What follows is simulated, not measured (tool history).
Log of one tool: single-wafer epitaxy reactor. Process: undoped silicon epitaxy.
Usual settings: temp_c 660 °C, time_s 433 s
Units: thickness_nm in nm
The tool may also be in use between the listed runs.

run     day  temp_c  time_s  wafers since the last listed run  hours since the last pyrometer calibration  hours since the gauge calibration  read-back reference wafer on the same gauge, thickness_nm  thickness_nm
  1       0     660     433                                 0                                       118.3                             1009.6                                                    105.119        90.962
  2   2.312     660     369                               206                                       173.8                             1065.1                                                    104.985        77.828
  3   4.171     660     369                               166                                       218.4                             1109.7                                                    104.973        77.396
      5.896  -- gauge calibrated
  4   6.388     660     433                               198                                       271.6                               11.8                                                    105.035         90.93
  5   8.946     660     433                               228                                         333                               73.2                                                    105.031        90.753
  6  10.125     660     433                               105                                       361.3                              101.5                                                    104.931        90.937
  7  12.788     672     466                               238                                       425.2                              165.4                                                     104.88       130.719
  8  14.221     668     433                               128                                       459.6                              199.8                                                    105.016       109.899
  9  16.138     660     433                               171                                       505.6                              245.8                                                    104.954        90.839
 10  18.429     660     433                               204                                       560.6                              300.8                                                    104.973        90.601
 11  22.496     660     433                               363                                       658.2                              398.4                                                    104.998        90.289
 12  25.046     660     433                               228                                       719.4                              459.6                                                    104.991        90.342
 13  26.375     664     433                               118                                       751.3                              491.5                                                    105.023        99.212
 14  28.683     664     433                               206                                       806.7                              546.9                                                    104.965        99.294
 15  31.033     664     433                               210                                       863.1                              603.3                                                    104.919        98.843
 16   32.95     660     433                               171                                       909.1                              649.3                                                    104.964        89.365
 17  34.492     660     474                               137                                       946.1                              686.3                                                    105.023        98.034
 18  35.796     660     433                               116                                       977.4                              717.6                                                    105.006        89.584
 19  38.388     660     433                               231                                      1039.6                              779.8                                                    105.145        89.504
 20   40.45     668     433                               184                                      1089.1                              829.3                                                    104.999        108.33
 21  42.804     656     477                               210                                      1145.6                              885.8                                                     105.12        89.189
     43.542  -- pyrometer calibrated
 22  44.417     660     510                               114                                          21                              924.5                                                     104.97       107.205
 23  46.658     670     349                               200                                        74.8                              978.3                                                    105.029        93.202
 24  47.767     664     433                                99                                       101.4                             1004.9                                                    104.974        100.01
 25    50.1     645     487                               208                                       157.4                             1060.9                                                    104.847        70.437
     53.746  -- gauge calibrated
 26  57.075     660     376                               623                                       324.8                               79.9                                                    105.036         78.63
 27  58.938     650     369                               166                                       369.5                              124.6                                                    104.987        60.505
 28  60.471     667     477                               137                                       406.3                              161.4                                                    104.999       118.128
 29  63.146     668     484                               239                                       470.5                              225.6                                                      105.1       123.245
 30  64.304     668     369                               103                                       498.3                              253.4                                                    104.979        93.682
 31  66.362     670     477                               184                                       547.7                              302.8                                                    105.023       126.696
 32  68.746     660     433                               213                                       604.9                                360                                                    104.932        90.482

What the log doesn't show, run by run:
gauge reads high (%): 0 in every run
H1: wafer temperature above the value expected at the setpoint (K)
run       H1
  1   0.0476
  2   0.0351
  3   0.0215
  4  0.00138
  5  -0.0273
  6  -0.0425
  7  -0.0814
  8   -0.105
  9   -0.139
 10   -0.185
 11   -0.277
 12   -0.342
 13   -0.378
 14   -0.445
 15   -0.518
 16   -0.581
 17   -0.634
 18   -0.681
 19   -0.778
 20   -0.859
 21   -0.957
 22  -0.0358
 23  -0.0398
 24  -0.0434
 25  -0.0546
 26   -0.117
 27   -0.141
 28   -0.163
 29   -0.207
 30   -0.228
 31   -0.268
 32   -0.319

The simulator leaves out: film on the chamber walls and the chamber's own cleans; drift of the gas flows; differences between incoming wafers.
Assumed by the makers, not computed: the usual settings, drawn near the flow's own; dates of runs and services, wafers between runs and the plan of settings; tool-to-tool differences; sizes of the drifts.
